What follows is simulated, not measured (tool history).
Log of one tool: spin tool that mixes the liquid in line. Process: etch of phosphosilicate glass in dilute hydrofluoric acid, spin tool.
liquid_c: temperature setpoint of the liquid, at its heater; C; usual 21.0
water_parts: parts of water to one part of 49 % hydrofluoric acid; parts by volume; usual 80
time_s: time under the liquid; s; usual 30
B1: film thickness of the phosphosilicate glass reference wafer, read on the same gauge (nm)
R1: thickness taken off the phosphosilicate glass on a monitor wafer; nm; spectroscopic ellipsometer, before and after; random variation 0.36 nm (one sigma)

run 1 day=0.000 | liquid_c=21.0 water_parts=80 time_s=35 | B1=100.04 | R1=49.50
run 2 day=2.033 | liquid_c=22.5 water_parts=80 time_s=30 | B1=100.00 | R1=44.45
-- day=2.117 thermometer replaced
run 3 day=4.246 | liquid_c=21.0 water_parts=80 time_s=30 | B1=99.98 | R1=47.11
run 4 day=6.625 | liquid_c=21.0 water_parts=80 time_s=30 | B1=99.99 | R1=47.07
-- day=9.112 gauge calibrated
run 5 day=9.142 | liquid_c=21.0 water_parts=80 time_s=30 | B1=100.03 | R1=46.76
run 6 day=11.746 | liquid_c=21.0 water_parts=80 time_s=30 | B1=100.00 | R1=46.63
run 7 day=13.221 | liquid_c=21.0 water_parts=80 time_s=30 | B1=100.00 | R1=45.93
run 8 day=16.017 | liquid_c=21.0 water_parts=80 time_s=30 | B1=99.98 | R1=46.00
run 9 day=17.942 | liquid_c=21.0 water_parts=80 time_s=30 | B1=99.97 | R1=45.88
run 10 day=25.508 | liquid_c=21.0 water_parts=80 time_s=30 | B1=100.00 | R1=44.35
run 11 day=26.858 | liquid_c=21.0 water_parts=80 time_s=30 | B1=100.00 | R1=44.29
run 12 day=29.946 | liquid_c=21.0 water_parts=80 time_s=30 | B1=100.01 | R1=43.72
-- day=32.300 hydrofluoric acid flow meter replaced
run 13 day=32.625 | liquid_c=19.5 water_parts=95 time_s=30 | B1=100.01 | R1=34.43
-- day=33.862 gauge calibrated
run 14 day=34.829 | liquid_c=21.0 water_parts=110 time_s=30 | B1=100.01 | R1=31.15
run 15 day=36.871 | liquid_c=21.0 water_parts=80 time_s=30 | B1=100.00 | R1=42.84
run 16 day=38.275 | liquid_c=25.5 water_parts=115 time_s=30 | B1=99.97 | R1=34.82
-- day=44.329 thermometer replaced
run 17 day=45.975 | liquid_c=21.0 water_parts=80 time_s=25 | B1=100.00 | R1=39.66
run 18 day=47.546 | liquid_c=21.0 water_parts=115 time_s=50 | B1=100.00 | R1=52.14
run 19 day=49.467 | liquid_c=17.0 water_parts=90 time_s=45 | B1=100.03 | R1=52.78
run 20 day=52.008 | liquid_c=21.0 water_parts=80 time_s=30 | B1=99.99 | R1=46.54
run 21 day=54.567 | liquid_c=23.5 water_parts=80 time_s=15 | B1=100.02 | R1=25.74
run 22 day=56.817 | liquid_c=21.0 water_parts=80 time_s=30 | B1=100.01 | R1=45.83

5 ways to go on from here, each from the tool as it stands after run 22. What would each give?
run A day=56.833 | liquid_c=23.5 water_parts=80 time_s=30 | B1=? | R1=?
run B day=56.833 | liquid_c=17.0 water_parts=55 time_s=15 | B1=? | R1=?
run C day=56.833 | liquid_c=23.0 water_parts=55 time_s=30 | B1=? | R1=?
run D day=56.833 | liquid_c=21.0 water_parts=80 time_s=15 | B1=? | R1=?
run E day=56.833 | liquid_c=25.5 water_parts=80 time_s=15 | B1=? | R1=?

run=A B1=100.01 R1=51.25
run=B B1=100.01 R1=29.18
run=C B1=100.01 R1=75.34
run=D B1=100.01 R1=23.12
run=E B1=100.01 R1=27.78
Without the tool's hidden state the same runs would have given:
run=A R1=52.85
run=B R1=30.16
run=C R1=77.75
run=D R1=23.86
run=E R1=28.63

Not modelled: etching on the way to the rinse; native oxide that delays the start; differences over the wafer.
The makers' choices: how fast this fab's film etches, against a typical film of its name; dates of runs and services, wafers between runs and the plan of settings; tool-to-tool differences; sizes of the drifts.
